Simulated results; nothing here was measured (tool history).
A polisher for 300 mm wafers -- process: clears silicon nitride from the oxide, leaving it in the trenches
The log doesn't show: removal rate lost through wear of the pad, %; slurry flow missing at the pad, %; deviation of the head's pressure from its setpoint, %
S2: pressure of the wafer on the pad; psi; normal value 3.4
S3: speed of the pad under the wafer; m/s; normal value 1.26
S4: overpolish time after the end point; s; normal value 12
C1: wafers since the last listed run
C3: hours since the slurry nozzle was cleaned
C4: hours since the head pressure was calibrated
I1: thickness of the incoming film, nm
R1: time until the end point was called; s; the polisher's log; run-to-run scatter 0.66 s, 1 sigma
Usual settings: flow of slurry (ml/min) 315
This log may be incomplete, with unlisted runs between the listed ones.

run 1 hour=0 | flow_of_slurry_(ml/min)=315 S2=4.3 S3=1.26 S4=12 | C1=0 wafers_polished_on_this_pad=752 C3=162.9 C4=814.3 | I1=131.9 | R1=64.2
run 2 hour=62.9 | flow_of_slurry_(ml/min)=315 S2=4.3 S3=1.26 S4=12 | C1=482 wafers_polished_on_this_pad=1235 C3=225.8 C4=877.2 | I1=128.9 | R1=63.3
-- hour=89.8 worn pad replaced by a new one
run 3 hour=118.6 | flow_of_slurry_(ml/min)=315 S2=4.3 S3=1.26 S4=12 | C1=396 wafers_polished_on_this_pad=220 C3=281.5 C4=932.9 | I1=132.6 | R1=65.4
run 4 hour=161.1 | flow_of_slurry_(ml/min)=315 S2=3.4 S3=1.26 S4=18 | C1=325 wafers_polished_on_this_pad=546 C3=324 C4=975.4 | I1=131.7 | R1=82.3
run 5 hour=219.2 | flow_of_slurry_(ml/min)=315 S2=3.4 S3=1.26 S4=18 | C1=445 wafers_polished_on_this_pad=992 C3=382.1 C4=1033.5 | I1=130 | R1=79.7
run 6 hour=255.8 | flow_of_slurry_(ml/min)=315 S2=3.4 S3=1.26 S4=12 | C1=280 wafers_polished_on_this_pad=1272 C3=418.7 C4=1070.1 | I1=127.5 | R1=79.6
-- hour=267.2 head pressure recalibrated
-- hour=279.3 worn pad replaced by a new one
run 7 hour=327.1 | flow_of_slurry_(ml/min)=315 S2=3.4 S3=1.26 S4=17 | C1=500 wafers_polished_on_this_pad=366 C3=490 C4=59.9 | I1=130.9 | R1=82.3
-- hour=435.2 slurry nozzle cleaned
run 8 hour=449.1 | flow_of_slurry_(ml/min)=315 S2=3.4 S3=1.26 S4=17 | C1=927 wafers_polished_on_this_pad=1294 C3=13.9 C4=181.9 | I1=129.6 | R1=79.8

For run 9, what comes out?
-- hour=480.8 worn pad replaced by a new one
run 9 hour=513.5 | flow_of_slurry_(ml/min)=315 S2=3.4 S3=1.26 S4=12 | C1=463 wafers_polished_on_this_pad=250 C3=78.3 C4=246.3 | I1=128.3 | R1=?

R1: 78.3 s
Had the tool carried no hidden state, the very same run would have given R1 78.2 s.

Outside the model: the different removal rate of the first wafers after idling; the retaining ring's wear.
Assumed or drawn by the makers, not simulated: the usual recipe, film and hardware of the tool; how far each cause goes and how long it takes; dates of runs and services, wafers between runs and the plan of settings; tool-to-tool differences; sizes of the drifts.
